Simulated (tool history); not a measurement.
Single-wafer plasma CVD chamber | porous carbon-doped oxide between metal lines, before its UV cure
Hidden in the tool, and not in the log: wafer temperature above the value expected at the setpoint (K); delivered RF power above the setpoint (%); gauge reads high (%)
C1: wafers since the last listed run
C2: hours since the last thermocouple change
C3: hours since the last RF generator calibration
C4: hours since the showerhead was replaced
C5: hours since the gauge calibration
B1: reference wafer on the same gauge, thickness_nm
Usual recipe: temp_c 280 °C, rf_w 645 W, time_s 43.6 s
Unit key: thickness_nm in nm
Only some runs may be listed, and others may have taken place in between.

Run 1, hour 0.0: usual settings; C1 0; C2 1603.0; C3 2043.9; C4 2589.5; C5 368.4; B1 333.909. Result: thickness_nm 306.920 nm.
Run 2, hour 29.3: usual settings but time_s 46.6 s; C1 789; C2 1632.3; C3 2073.2; C4 2618.8; C5 397.7; B1 333.880. Result: thickness_nm 325.629 nm.
Run 3, hour 49.4: usual settings but time_s 46.6 s; C1 541; C2 1652.4; C3 2093.3; C4 2638.9; C5 417.8; B1 334.002. Result: thickness_nm 326.711 nm.
Run 4, hour 67.1: usual settings but time_s 46.6 s; C1 476; C2 1670.1; C3 2111.0; C4 2656.6; C5 435.5; B1 333.906. Result: thickness_nm 326.552 nm.
Run 5, hour 89.0: usual settings but temp_c 285 °C; C1 590; C2 1692.0; C3 2132.9; C4 2678.5; C5 457.4; B1 334.188. Result: thickness_nm 295.385 nm.
Run 6, hour 115.4: usual settings but temp_c 285 °C; C1 711; C2 1718.4; C3 2159.3; C4 2704.9; C5 483.8; B1 333.930. Result: thickness_nm 294.368 nm.
Run 7, hour 133.6: usual settings but temp_c 285 °C; C1 490; C2 1736.6; C3 2177.5; C4 2723.1; C5 502.0; B1 334.027. Result: thickness_nm 294.000 nm.
Run 8, hour 151.2: usual settings but temp_c 290 °C, rf_w 700 W; C1 474; C2 1754.2; C3 2195.1; C4 2740.7; C5 519.6; B1 334.114. Result: thickness_nm 295.978 nm.
Run 9, hour 187.0: usual settings but temp_c 290 °C, rf_w 700 W; C1 964; C2 1790.0; C3 2230.9; C4 2776.5; C5 555.4; B1 333.915. Result: thickness_nm 296.215 nm.
Run 10, hour 217.0: usual settings; C1 808; C2 1820.0; C3 2260.9; C4 2806.5; C5 585.4; B1 334.154. Result: thickness_nm 302.887 nm.
Run 11, hour 229.3: usual settings; C1 331; C2 1832.3; C3 2273.2; C4 2818.8; C5 597.7; B1 334.009. Result: thickness_nm 302.897 nm.
At hour 241.3: RF generator calibrated.
Run 12, hour 244.8: usual settings but temp_c 285 °C, rf_w 530 W, time_s 47.3 s; C1 202; C2 1847.8; C3 3.5; C4 2834.3; C5 613.2; B1 333.939. Result: thickness_nm 301.436 nm.
Run 13, hour 265.5: usual settings but temp_c 287 °C, rf_w 680 W, time_s 48.8 s; C1 557; C2 1868.5; C3 24.2; C4 2855.0; C5 633.9; B1 333.834. Result: thickness_nm 347.951 nm.
Run 14, hour 298.1: usual settings but temp_c 271 °C, rf_w 705 W, time_s 47.5 s; C1 878; C2 1901.1; C3 56.8; C4 2887.6; C5 666.5; B1 333.814. Result: thickness_nm 386.301 nm.
At hour 318.8: showerhead replaced.
Run 15, hour 321.9: usual settings but rf_w 740 W, time_s 36.7 s; C1 425; C2 1924.9; C3 80.6; C4 3.1; C5 690.3; B1 333.842. Result: thickness_nm 288.128 nm.
At hour 343.7: gauge calibrated.
At hour 394.3: thermocouple changed; heater temperature recalibrated.
Run 16, hour 421.3: usual settings but temp_c 287 °C, rf_w 700 W, time_s 35.2 s; C1 2462; C2 27.0; C3 180.0; C4 102.5; C5 77.6; B1 333.979. Result: thickness_nm 255.701 nm.
Run 17, hour 455.0: usual settings but temp_c 293 °C, rf_w 730 W; C1 908; C2 60.7; C3 213.7; C4 136.2; C5 111.3; B1 333.910. Result: thickness_nm 309.641 nm.
Run 18, hour 475.6: usual settings but temp_c 269 °C, rf_w 740 W, time_s 48.8 s; C1 555; C2 81.3; C3 234.3; C4 156.8; C5 131.9; B1 334.081. Result: thickness_nm 410.446 nm.
Run 19, hour 491.5: usual settings; C1 428; C2 97.2; C3 250.2; C4 172.7; C5 147.8; B1 333.747. Result: thickness_nm 317.629 nm.
Run 20, hour 518.2: usual settings but rf_w 770 W; C1 719; C2 123.9; C3 276.9; C4 199.4; C5 174.5; B1 333.846. Result: thickness_nm 346.585 nm.
Run 21, hour 546.4: usual settings but time_s 46.3 s; C1 759; C2 152.1; C3 305.1; C4 227.6; C5 202.7; B1 333.751. Result: thickness_nm 335.939 nm.
Run 22, hour 573.7: usual settings but temp_c 271 °C, rf_w 705 W, time_s 47.5 s; C1 735; C2 179.4; C3 332.4; C4 254.9; C5 230.0; B1 333.906. Result: thickness_nm 385.891 nm.
Run 23, hour 593.9: usual settings but temp_c 285 °C, rf_w 530 W, time_s 47.3 s; C1 544; C2 199.6; C3 352.6; C4 275.1; C5 250.2; B1 333.806. Result: thickness_nm 302.164 nm.

What if the next run were any one of these 3? Each begins from the tool's condition after run 23:
Run A, hour 594.3: usual settings; C1 10; C2 200.0; C3 353.0; C4 275.5; C5 250.6; B1 ?. Result: thickness_nm ?.
Run B, hour 594.3: usual settings but temp_c 268 °C, rf_w 585 W, time_s 45.9 s; C1 10; C2 200.0; C3 353.0; C4 275.5; C5 250.6; B1 ?. Result: thickness_nm ?.
Run C, hour 594.3: usual settings but temp_c 267 °C, rf_w 730 W, time_s 40.4 s; C1 10; C2 200.0; C3 353.0; C4 275.5; C5 250.6; B1 ?. Result: thickness_nm ?.

run       B1  thickness_nm
  A  334.239       318.219
  B  334.239       347.367
  C  334.239       345.358
Stripped of hidden state, with their random variation kept, the same runs would have yielded:
run  thickness_nm
  A       320.710
  B       350.087
  C       348.020

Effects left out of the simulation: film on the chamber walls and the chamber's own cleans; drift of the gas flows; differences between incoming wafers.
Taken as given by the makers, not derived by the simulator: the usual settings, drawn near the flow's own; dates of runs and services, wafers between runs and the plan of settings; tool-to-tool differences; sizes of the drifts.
